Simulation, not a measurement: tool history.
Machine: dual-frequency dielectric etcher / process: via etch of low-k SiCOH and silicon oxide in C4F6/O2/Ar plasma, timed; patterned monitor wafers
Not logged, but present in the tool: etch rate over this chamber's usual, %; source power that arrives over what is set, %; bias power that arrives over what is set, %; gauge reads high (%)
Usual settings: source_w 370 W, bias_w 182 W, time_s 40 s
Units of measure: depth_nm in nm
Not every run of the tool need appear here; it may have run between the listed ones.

run,hour,source_w,bias_w,time_s,wafers since the last listed run,hours since the last wet clean,hours since the last source power generator calibration,hours since the last bias power generator calibration,hours since the last upper electrode change,hours since the gauge calibration,"read-back reference wafer on the same gauge, depth_nm",depth_nm
1,0,370,215,40,0,476.4,1505,1610.7,2565.7,151,108.9,98.1
# hour 93.9: wet clean of the chamber
2,94.4,370,215,40,736,0.5,1599.4,1705.1,2660.1,245.4,108.8,102.5
3,127.9,370,215,40,350,34,1632.9,1738.6,2693.6,278.9,108.9,101.7
4,359.9,370,182,40,2426,266,1864.9,1970.6,2925.6,510.9,109,93.9
# hour 405.3: bias power generator calibrated
# hour 424.6: upper electrode replaced
5,425.1,370,182,40,438,331.2,1930.1,19.8,0.5,576.1,108.8,94.1
6,493.9,370,182,40,719,400,1998.9,88.6,69.3,644.9,108.8,92.5
7,531.4,370,182,40,392,437.5,2036.4,126.1,106.8,682.4,108.9,92.5
8,607.9,350,223,52,800,514,2112.9,202.6,183.3,758.9,108.9,126.5
# hour 660.3: wet clean of the chamber
9,660.8,370,202,40,302,0.5,2165.8,255.5,236.2,811.8,109,100.2
10,753.3,370,182,40,967,93,2258.3,348,328.7,904.3,108.8,95.9
# hour 773: source power generator calibrated
# hour 811.1: gauge calibrated
11,840.8,310,182,40,873,180.5,67.8,435.5,416.2,29.7,108.8,91.4
12,925,370,143,40,880,264.7,152,519.7,500.4,113.9,109,86.4
13,975,420,204,35.5,522,314.7,202,569.7,550.4,163.9,109,89.1
14,1065.1,370,182,44.5,942,404.8,292.1,659.8,640.5,254,109,102.6
# hour 1129.1: wet clean of the chamber
15,1172.3,370,166,40,870,43.2,399.3,767,747.7,361.2,108.8,93.5

What if the next run were any one of these 5? Each begins from the tool's condition after run 15:
A,1172.7,370,182,40,4,43.6,399.7,767.4,748.1,361.6,?,?
B,1172.7,370,165,37,4,43.6,399.7,767.4,748.1,361.6,?,?
C,1172.7,400,208,28,4,43.6,399.7,767.4,748.1,361.6,?,?
D,1172.7,340,216,47.5,4,43.6,399.7,767.4,748.1,361.6,?,?
E,1172.7,310,151,48,4,43.6,399.7,767.4,748.1,361.6,?,?

run,"read-back reference wafer on the same gauge, depth_nm",depth_nm
A,108.9,96.6
B,108.9,86.3
C,108.9,72.3
D,108.9,119.8
E,108.9,104.3
With the hidden condition removed and each run's random variation left untouched, the same runs would have given:
run,depth_nm
A,96.7
B,86.3
C,72.3
D,119.8
E,104.3
